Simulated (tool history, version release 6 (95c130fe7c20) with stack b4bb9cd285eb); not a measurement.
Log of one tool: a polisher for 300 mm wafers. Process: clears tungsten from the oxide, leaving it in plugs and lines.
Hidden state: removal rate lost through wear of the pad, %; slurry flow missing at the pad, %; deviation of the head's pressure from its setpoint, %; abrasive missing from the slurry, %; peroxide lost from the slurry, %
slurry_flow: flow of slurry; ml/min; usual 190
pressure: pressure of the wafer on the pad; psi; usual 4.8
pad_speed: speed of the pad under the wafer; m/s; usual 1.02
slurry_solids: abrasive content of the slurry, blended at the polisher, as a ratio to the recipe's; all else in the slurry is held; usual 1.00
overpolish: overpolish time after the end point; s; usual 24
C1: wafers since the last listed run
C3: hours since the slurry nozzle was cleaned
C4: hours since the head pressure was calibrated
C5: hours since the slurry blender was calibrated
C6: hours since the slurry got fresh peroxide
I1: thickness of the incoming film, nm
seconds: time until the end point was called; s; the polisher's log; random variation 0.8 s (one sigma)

run 1 hour=0.0 | slurry_flow=190 pressure=4.8 pad_speed=1.02 slurry_solids=1.00 overpolish=24 | C1=0 wafers_polished_on_this_pad=1701 C3=150.9 C4=444.8 C5=256.3 C6=587.6 | I1=405.0 | seconds=74.4
-- hour=32.5 slurry tank refilled with fresh slurry and peroxide
run 2 hour=63.2 | slurry_flow=190 pressure=4.8 pad_speed=1.02 slurry_solids=1.00 overpolish=24 | C1=437 wafers_polished_on_this_pad=2139 C3=214.1 C4=508.0 C5=319.5 C6=30.7 | I1=403.2 | seconds=61.1
run 3 hour=101.3 | slurry_flow=190 pressure=4.8 pad_speed=1.02 slurry_solids=1.00 overpolish=24 | C1=268 wafers_polished_on_this_pad=2407 C3=252.2 C4=546.1 C5=357.6 C6=68.8 | I1=416.6 | seconds=63.0
run 4 hour=164.3 | slurry_flow=190 pressure=6.0 pad_speed=1.02 slurry_solids=0.90 overpolish=24 | C1=443 wafers_polished_on_this_pad=2850 C3=315.2 C4=609.1 C5=420.6 C6=131.8 | I1=410.4 | seconds=57.5
run 5 hour=235.6 | slurry_flow=190 pressure=4.8 pad_speed=1.02 slurry_solids=0.80 overpolish=24 | C1=501 wafers_polished_on_this_pad=3352 C3=386.5 C4=680.4 C5=491.9 C6=203.1 | I1=412.3 | seconds=74.4
run 6 hour=287.3 | slurry_flow=190 pressure=4.8 pad_speed=1.02 slurry_solids=1.00 overpolish=24 | C1=363 wafers_polished_on_this_pad=3716 C3=438.2 C4=732.1 C5=543.6 C6=254.8 | I1=414.3 | seconds=71.1
-- hour=309.6 slurry blender recalibrated
-- hour=336.9 worn pad replaced by a new one
run 7 hour=406.1 | slurry_flow=190 pressure=6.3 pad_speed=1.02 slurry_solids=1.25 overpolish=24 | C1=794 wafers_polished_on_this_pad=487 C3=557.0 C4=850.9 C5=96.5 C6=373.6 | I1=402.1 | seconds=51.5
run 8 hour=464.3 | slurry_flow=255 pressure=4.8 pad_speed=1.02 slurry_solids=0.80 overpolish=24 | C1=409 wafers_polished_on_this_pad=896 C3=615.2 C4=909.1 C5=154.7 C6=431.8 | I1=406.3 | seconds=72.4
-- hour=511.7 slurry tank refilled with fresh slurry and peroxide
run 9 hour=514.3 | slurry_flow=190 pressure=4.0 pad_speed=1.02 slurry_solids=1.00 overpolish=24 | C1=344 wafers_polished_on_this_pad=1241 C3=665.2 C4=959.1 C5=204.7 C6=2.6 | I1=410.1 | seconds=65.9
run 10 hour=573.2 | slurry_flow=190 pressure=4.8 pad_speed=1.02 slurry_solids=1.00 overpolish=24 | C1=414 wafers_polished_on_this_pad=1656 C3=724.1 C4=1018.0 C5=263.6 C6=61.5 | I1=412.6 | seconds=62.0
run 11 hour=636.6 | slurry_flow=190 pressure=5.4 pad_speed=1.02 slurry_solids=1.00 overpolish=14 | C1=446 wafers_polished_on_this_pad=2102 C3=787.5 C4=1081.4 C5=327.0 C6=124.9 | I1=416.3 | seconds=60.3
-- hour=668.8 slurry nozzle cleaned
run 12 hour=697.3 | slurry_flow=220 pressure=3.7 pad_speed=0.88 slurry_solids=1.00 overpolish=24 | C1=420 wafers_polished_on_this_pad=2523 C3=28.5 C4=1142.1 C5=387.7 C6=185.6 | I1=410.4 | seconds=87.8
-- hour=778.7 head pressure recalibrated
-- hour=820.8 slurry blender recalibrated
run 13 hour=839.3 | slurry_flow=190 pressure=4.8 pad_speed=1.02 slurry_solids=1.00 overpolish=28 | C1=971 wafers_polished_on_this_pad=3494 C3=170.5 C4=60.6 C5=18.5 C6=327.6 | I1=407.7 | seconds=72.3
-- hour=884.3 worn pad replaced by a new one
run 14 hour=890.6 | slurry_flow=190 pressure=4.8 pad_speed=1.02 slurry_solids=1.00 overpolish=24 | C1=333 wafers_polished_on_this_pad=44 C3=221.8 C4=111.9 C5=69.8 C6=378.9 | I1=411.0 | seconds=68.9
run 15 hour=953.4 | slurry_flow=190 pressure=4.8 pad_speed=1.02 slurry_solids=1.20 overpolish=24 | C1=442 wafers_polished_on_this_pad=486 C3=284.6 C4=174.7 C5=132.6 C6=441.7 | I1=412.4 | seconds=66.8
run 16 hour=981.2 | slurry_flow=190 pressure=4.8 pad_speed=1.02 slurry_solids=0.85 overpolish=24 | C1=195 wafers_polished_on_this_pad=682 C3=312.4 C4=202.5 C5=160.4 C6=469.5 | I1=415.6 | seconds=75.5
-- hour=1035.5 slurry tank refilled with fresh slurry and peroxide
run 17 hour=1036.7 | slurry_flow=190 pressure=3.4 pad_speed=1.26 slurry_solids=0.85 overpolish=24 | C1=383 wafers_polished_on_this_pad=1066 C3=367.9 C4=258.0 C5=215.9 C6=1.2 | I1=408.1 | seconds=63.1
run 18 hour=1082.6 | slurry_flow=190 pressure=4.8 pad_speed=1.02 slurry_solids=1.00 overpolish=24 | C1=323 wafers_polished_on_this_pad=1389 C3=413.8 C4=303.9 C5=261.8 C6=47.1 | I1=410.3 | seconds=61.3
run 19 hour=1144.9 | slurry_flow=190 pressure=4.8 pad_speed=1.02 slurry_solids=1.00 overpolish=12 | C1=438 wafers_polished_on_this_pad=1827 C3=476.1 C4=366.2 C5=324.1 C6=109.4 | I1=408.4 | seconds=65.2
run 20 hour=1207.9 | slurry_flow=190 pressure=3.8 pad_speed=1.02 slurry_solids=1.15 overpolish=24 | C1=443 wafers_polished_on_this_pad=2271 C3=539.1 C4=429.2 C5=387.1 C6=172.4 | I1=409.0 | seconds=75.3
run 21 hour=1233.9 | slurry_flow=250 pressure=4.8 pad_speed=1.02 slurry_solids=1.20 overpolish=38 | C1=183 wafers_polished_on_this_pad=2454 C3=565.1 C4=455.2 C5=413.1 C6=198.4 | I1=409.4 | seconds=60.7
run 22 hour=1299.2 | slurry_flow=190 pressure=4.8 pad_speed=0.84 slurry_solids=1.00 overpolish=24 | C1=459 wafers_polished_on_this_pad=2914 C3=630.4 C4=520.5 C5=478.4 C6=263.7 | I1=416.5 | seconds=89.1
run 23 hour=1326.8 | slurry_flow=190 pressure=4.8 pad_speed=1.02 slurry_solids=0.75 overpolish=24 | C1=194 wafers_polished_on_this_pad=3108 C3=658.0 C4=548.1 C5=506.0 C6=291.3 | I1=412.7 | seconds=77.9
run 24 hour=1355.1 | slurry_flow=170 pressure=4.8 pad_speed=1.02 slurry_solids=0.90 overpolish=31 | C1=199 wafers_polished_on_this_pad=3307 C3=686.3 C4=576.4 C5=534.3 C6=319.6 | I1=414.2 | seconds=75.8
run 25 hour=1385.2 | slurry_flow=190 pressure=3.8 pad_speed=1.02 slurry_solids=0.85 overpolish=24 | C1=211 wafers_polished_on_this_pad=3519 C3=716.4 C4=606.5 C5=564.4 C6=349.7 | I1=407.5 | seconds=89.4
-- hour=1399.8 slurry blender recalibrated
-- hour=1425.1 slurry nozzle cleaned
run 26 hour=1446.1 | slurry_flow=190 pressure=4.8 pad_speed=1.02 slurry_solids=1.00 overpolish=24 | C1=407 wafers_polished_on_this_pad=3927 C3=21.0 C4=667.4 C5=46.3 C6=410.6 | I1=415.6 | seconds=77.1
-- hour=1506.9 worn pad replaced by a new one
run 27 hour=1507.4 | slurry_flow=190 pressure=4.8 pad_speed=1.02 slurry_solids=1.00 overpolish=24 | C1=403 wafers_polished_on_this_pad=3 C3=82.3 C4=728.7 C5=107.6 C6=471.9 | I1=409.8 | seconds=69.3

3 ways to go on from here, each from the tool as it stands after run 27. What would each give?
run A hour=1507.9 | slurry_flow=135 pressure=4.8 pad_speed=1.02 slurry_solids=1.00 overpolish=24 | C1=3 wafers_polished_on_this_pad=6 C3=82.8 C4=729.2 C5=108.1 C6=472.4 | I1=416.6 | seconds=?
run B hour=1507.9 | slurry_flow=170 pressure=4.8 pad_speed=0.66 slurry_solids=1.20 overpolish=24 | C1=3 wafers_polished_on_this_pad=6 C3=82.8 C4=729.2 C5=108.1 C6=472.4 | I1=416.6 | seconds=?
run C hour=1507.9 | slurry_flow=190 pressure=5.5 pad_speed=0.84 slurry_solids=1.10 overpolish=24 | C1=3 wafers_polished_on_this_pad=6 C3=82.8 C4=729.2 C5=108.1 C6=472.4 | I1=416.6 | seconds=?

run=A seconds=74.9
run=B seconds=105.5
run=C seconds=75.7
Without the tool's hidden state the same runs would have given:
run=A seconds=62.7
run=B seconds=88.4
run=C seconds=63.4

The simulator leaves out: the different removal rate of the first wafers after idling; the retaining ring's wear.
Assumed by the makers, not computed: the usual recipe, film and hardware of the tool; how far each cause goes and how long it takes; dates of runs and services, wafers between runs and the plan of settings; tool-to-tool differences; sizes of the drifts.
